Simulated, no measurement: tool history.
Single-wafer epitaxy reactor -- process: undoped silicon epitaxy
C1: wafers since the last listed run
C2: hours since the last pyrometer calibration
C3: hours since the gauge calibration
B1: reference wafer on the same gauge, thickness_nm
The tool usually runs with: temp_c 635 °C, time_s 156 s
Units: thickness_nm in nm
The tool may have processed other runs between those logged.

{"run": 1, "hour": 0.0, "temp_c": 635, "time_s": 173, "C1": 0, "C2": 644.5, "C3": 549, "B1": 15.685, "thickness_nm": 20.019}
{"run": 2, "hour": 70.2, "temp_c": 635, "time_s": 173, "C1": 464, "C2": 714.7, "C3": 619.2, "B1": 15.672, "thickness_nm": 19.745}
{"run": 3, "hour": 163.6, "temp_c": 635, "time_s": 141, "C1": 618, "C2": 808.1, "C3": 712.6, "B1": 15.677, "thickness_nm": 16.302}
{"run": 4, "hour": 252.3, "temp_c": 626, "time_s": 156, "C1": 587, "C2": 896.8, "C3": 801.3, "B1": 15.684, "thickness_nm": 14.411}
{"run": 5, "hour": 339.9, "temp_c": 630, "time_s": 156, "C1": 579, "C2": 984.4, "C3": 888.9, "B1": 15.704, "thickness_nm": 15.944}
{"run": 6, "hour": 433.0, "temp_c": 630, "time_s": 156, "C1": 616, "C2": 1077.5, "C3": 982, "B1": 15.754, "thickness_nm": 15.791}
{"run": 7, "hour": 485.3, "temp_c": 630, "time_s": 156, "C1": 346, "C2": 1129.8, "C3": 1034.3, "B1": 15.688, "thickness_nm": 15.9}
{"run": 8, "hour": 552.3, "temp_c": 635, "time_s": 168, "C1": 443, "C2": 1196.8, "C3": 1101.3, "B1": 15.703, "thickness_nm": 19.299}
{"run": 9, "hour": 610.6, "temp_c": 635, "time_s": 168, "C1": 385, "C2": 1255.1, "C3": 1159.6, "B1": 15.703, "thickness_nm": 19.35}
{"run": 10, "hour": 647.2, "temp_c": 635, "time_s": 156, "C1": 242, "C2": 1291.7, "C3": 1196.2, "B1": 15.673, "thickness_nm": 18.068}
{"run": 11, "hour": 732.6, "temp_c": 635, "time_s": 156, "C1": 565, "C2": 1377.1, "C3": 1281.6, "B1": 15.713, "thickness_nm": 18.134}
{"hour": 774.2, "done": "gauge calibrated"}
{"run": 12, "hour": 815.2, "temp_c": 635, "time_s": 156, "C1": 546, "C2": 1459.7, "C3": 41, "B1": 15.706, "thickness_nm": 17.97}
{"run": 13, "hour": 919.6, "temp_c": 635, "time_s": 156, "C1": 691, "C2": 1564.1, "C3": 145.4, "B1": 15.717, "thickness_nm": 17.987}
{"run": 14, "hour": 1105.3, "temp_c": 635, "time_s": 131, "C1": 1229, "C2": 1749.8, "C3": 331.1, "B1": 15.724, "thickness_nm": 15.187}

What will run 15 give?
{"run": 15, "hour": 1160.6, "temp_c": 649, "time_s": 177, "C1": 366, "C2": 1805.1, "C3": 386.4, "B1": "?", "thickness_nm": "?"}

{"run 15": {"B1": 15.722, "thickness_nm": 29.081}}
Take away the tool's hidden state, keep the run-to-run variation as it was, and the same run would have given thickness_nm 29.081 nm.
